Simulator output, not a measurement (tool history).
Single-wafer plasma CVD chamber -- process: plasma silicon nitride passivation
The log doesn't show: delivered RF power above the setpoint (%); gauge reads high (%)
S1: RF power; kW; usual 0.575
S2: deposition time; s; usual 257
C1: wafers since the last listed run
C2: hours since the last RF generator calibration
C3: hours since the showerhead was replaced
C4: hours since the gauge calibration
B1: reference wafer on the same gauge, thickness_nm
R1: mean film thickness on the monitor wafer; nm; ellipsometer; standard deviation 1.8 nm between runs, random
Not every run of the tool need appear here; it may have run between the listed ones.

{"run": 1, "hour": 0.0, "S1": 0.575, "S2": 257, "C1": 0, "C2": 746.9, "C3": 6783.7, "C4": 2074.7, "B1": 456.745, "R1": 388.14}
{"run": 2, "hour": 68.2, "S1": 0.575, "S2": 257, "C1": 633, "C2": 815.1, "C3": 6851.9, "C4": 2142.9, "B1": 456.907, "R1": 390.567}
{"run": 3, "hour": 139.6, "S1": 0.575, "S2": 257, "C1": 663, "C2": 886.5, "C3": 6923.3, "C4": 2214.3, "B1": 456.673, "R1": 387.261}
{"run": 4, "hour": 180.3, "S1": 0.575, "S2": 257, "C1": 378, "C2": 927.2, "C3": 6964.0, "C4": 2255.0, "B1": 456.92, "R1": 391.926}
{"run": 5, "hour": 225.1, "S1": 0.575, "S2": 257, "C1": 416, "C2": 972.0, "C3": 7008.8, "C4": 2299.8, "B1": 456.949, "R1": 390.651}
{"run": 6, "hour": 273.1, "S1": 0.575, "S2": 257, "C1": 445, "C2": 1020.0, "C3": 7056.8, "C4": 2347.8, "B1": 456.734, "R1": 388.535}
{"run": 7, "hour": 468.4, "S1": 0.575, "S2": 257, "C1": 1814, "C2": 1215.3, "C3": 7252.1, "C4": 2543.1, "B1": 456.812, "R1": 392.738}
{"run": 8, "hour": 518.8, "S1": 0.575, "S2": 257, "C1": 468, "C2": 1265.7, "C3": 7302.5, "C4": 2593.5, "B1": 456.789, "R1": 392.833}
{"run": 9, "hour": 546.0, "S1": 0.54, "S2": 257, "C1": 252, "C2": 1292.9, "C3": 7329.7, "C4": 2620.7, "B1": 457.584, "R1": 378.102}
{"run": 10, "hour": 586.2, "S1": 0.575, "S2": 257, "C1": 373, "C2": 1333.1, "C3": 7369.9, "C4": 2660.9, "B1": 456.84, "R1": 391.147}
{"run": 11, "hour": 630.2, "S1": 0.575, "S2": 257, "C1": 408, "C2": 1377.1, "C3": 7413.9, "C4": 2704.9, "B1": 456.667, "R1": 393.078}
{"run": 12, "hour": 660.7, "S1": 0.575, "S2": 257, "C1": 283, "C2": 1407.6, "C3": 7444.4, "C4": 2735.4, "B1": 457.207, "R1": 389.928}
{"run": 13, "hour": 744.8, "S1": 0.575, "S2": 257, "C1": 781, "C2": 1491.7, "C3": 7528.5, "C4": 2819.5, "B1": 456.676, "R1": 390.812}
{"run": 14, "hour": 775.5, "S1": 0.575, "S2": 257, "C1": 285, "C2": 1522.4, "C3": 7559.2, "C4": 2850.2, "B1": 456.746, "R1": 389.995}
{"run": 15, "hour": 886.9, "S1": 0.575, "S2": 257, "C1": 1034, "C2": 1633.8, "C3": 7670.6, "C4": 2961.6, "B1": 456.7, "R1": 389.241}
{"hour": 896.4, "done": "gauge calibrated"}
{"run": 16, "hour": 918.3, "S1": 0.575, "S2": 227, "C1": 291, "C2": 1665.2, "C3": 7702.0, "C4": 21.9, "B1": 456.824, "R1": 341.881}
{"run": 17, "hour": 984.1, "S1": 0.5, "S2": 257, "C1": 611, "C2": 1731.0, "C3": 7767.8, "C4": 87.7, "B1": 457.033, "R1": 372.001}
{"run": 18, "hour": 1025.5, "S1": 0.5, "S2": 257, "C1": 384, "C2": 1772.4, "C3": 7809.2, "C4": 129.1, "B1": 456.901, "R1": 373.494}
{"hour": 1077.3, "done": "RF generator calibrated"}
{"run": 19, "hour": 1077.8, "S1": 0.665, "S2": 257, "C1": 411, "C2": 0.5, "C3": 7861.5, "C4": 181.4, "B1": 457.408, "R1": 411.24}
{"run": 20, "hour": 1109.2, "S1": 0.665, "S2": 257, "C1": 291, "C2": 31.9, "C3": 7892.9, "C4": 212.8, "B1": 456.806, "R1": 411.365}
{"hour": 1123.1, "done": "showerhead replaced"}
{"run": 21, "hour": 1155.1, "S1": 0.575, "S2": 257, "C1": 352, "C2": 77.8, "C3": 32.0, "C4": 258.7, "B1": 457.355, "R1": 389.534}
{"run": 22, "hour": 1205.5, "S1": 0.525, "S2": 257, "C1": 468, "C2": 128.2, "C3": 82.4, "C4": 309.1, "B1": 456.601, "R1": 378.451}
{"run": 23, "hour": 1231.4, "S1": 0.645, "S2": 257, "C1": 240, "C2": 154.1, "C3": 108.3, "C4": 335.0, "B1": 457.07, "R1": 407.462}
{"run": 24, "hour": 1269.0, "S1": 0.575, "S2": 208, "C1": 349, "C2": 191.7, "C3": 145.9, "C4": 372.6, "B1": 457.569, "R1": 317.601}
{"run": 25, "hour": 1309.2, "S1": 0.49, "S2": 283, "C1": 373, "C2": 231.9, "C3": 186.1, "C4": 412.8, "B1": 456.872, "R1": 406.581}
{"run": 26, "hour": 1369.1, "S1": 0.685, "S2": 304, "C1": 556, "C2": 291.8, "C3": 246.0, "C4": 472.7, "B1": 456.737, "R1": 489.469}
{"run": 27, "hour": 1428.4, "S1": 0.645, "S2": 209, "C1": 550, "C2": 351.1, "C3": 305.3, "C4": 532.0, "B1": 457.284, "R1": 328.723}
{"run": 28, "hour": 1498.4, "S1": 0.535, "S2": 298, "C1": 650, "C2": 421.1, "C3": 375.3, "C4": 602.0, "B1": 457.375, "R1": 440.708}
{"run": 29, "hour": 1562.1, "S1": 0.575, "S2": 257, "C1": 591, "C2": 484.8, "C3": 439.0, "C4": 665.7, "B1": 456.828, "R1": 390.556}
{"run": 30, "hour": 1611.5, "S1": 0.575, "S2": 257, "C1": 458, "C2": 534.2, "C3": 488.4, "C4": 715.1, "B1": 456.929, "R1": 387.539}
{"run": 31, "hour": 1664.8, "S1": 0.575, "S2": 271, "C1": 495, "C2": 587.5, "C3": 541.7, "C4": 768.4, "B1": 457.152, "R1": 411.295}
{"run": 32, "hour": 1734.5, "S1": 0.575, "S2": 257, "C1": 647, "C2": 657.2, "C3": 611.4, "C4": 838.1, "B1": 456.86, "R1": 387.497}
{"run": 33, "hour": 1936.5, "S1": 0.69, "S2": 227, "C1": 1876, "C2": 859.2, "C3": 813.4, "C4": 1040.1, "B1": 456.737, "R1": 369.152}
{"run": 34, "hour": 1986.9, "S1": 0.605, "S2": 275, "C1": 468, "C2": 909.6, "C3": 863.8, "C4": 1090.5, "B1": 456.39, "R1": 427.036}
{"run": 35, "hour": 2022.4, "S1": 0.685, "S2": 285, "C1": 329, "C2": 945.1, "C3": 899.3, "C4": 1126.0, "B1": 456.994, "R1": 453.777}
{"run": 36, "hour": 2094.4, "S1": 0.615, "S2": 285, "C1": 668, "C2": 1017.1, "C3": 971.3, "C4": 1198.0, "B1": 457.173, "R1": 442.727}
{"run": 37, "hour": 2134.6, "S1": 0.575, "S2": 257, "C1": 373, "C2": 1057.3, "C3": 1011.5, "C4": 1238.2, "B1": 457.084, "R1": 388.465}
{"run": 38, "hour": 2178.2, "S1": 0.575, "S2": 257, "C1": 405, "C2": 1100.9, "C3": 1055.1, "C4": 1281.8, "B1": 456.796, "R1": 390.428}
{"run": 39, "hour": 2210.6, "S1": 0.575, "S2": 257, "C1": 300, "C2": 1133.3, "C3": 1087.5, "C4": 1314.2, "B1": 456.89, "R1": 390.319}
{"run": 40, "hour": 2254.6, "S1": 0.575, "S2": 257, "C1": 408, "C2": 1177.3, "C3": 1131.5, "C4": 1358.2, "B1": 457.088, "R1": 386.031}
{"run": 41, "hour": 2360.5, "S1": 0.575, "S2": 271, "C1": 983, "C2": 1283.2, "C3": 1237.4, "C4": 1464.1, "B1": 457.283, "R1": 415.43}
{"run": 42, "hour": 2415.8, "S1": 0.64, "S2": 257, "C1": 513, "C2": 1338.5, "C3": 1292.7, "C4": 1519.4, "B1": 456.922, "R1": 404.288}
{"run": 43, "hour": 2481.7, "S1": 0.575, "S2": 306, "C1": 612, "C2": 1404.4, "C3": 1358.6, "C4": 1585.3, "B1": 456.793, "R1": 462.436}

List, for all runs, the conditions of the tool that the log does not record:
delivered RF power above the setpoint (%): 0, the same for each run
gauge reads high (%): 0, the same for each run
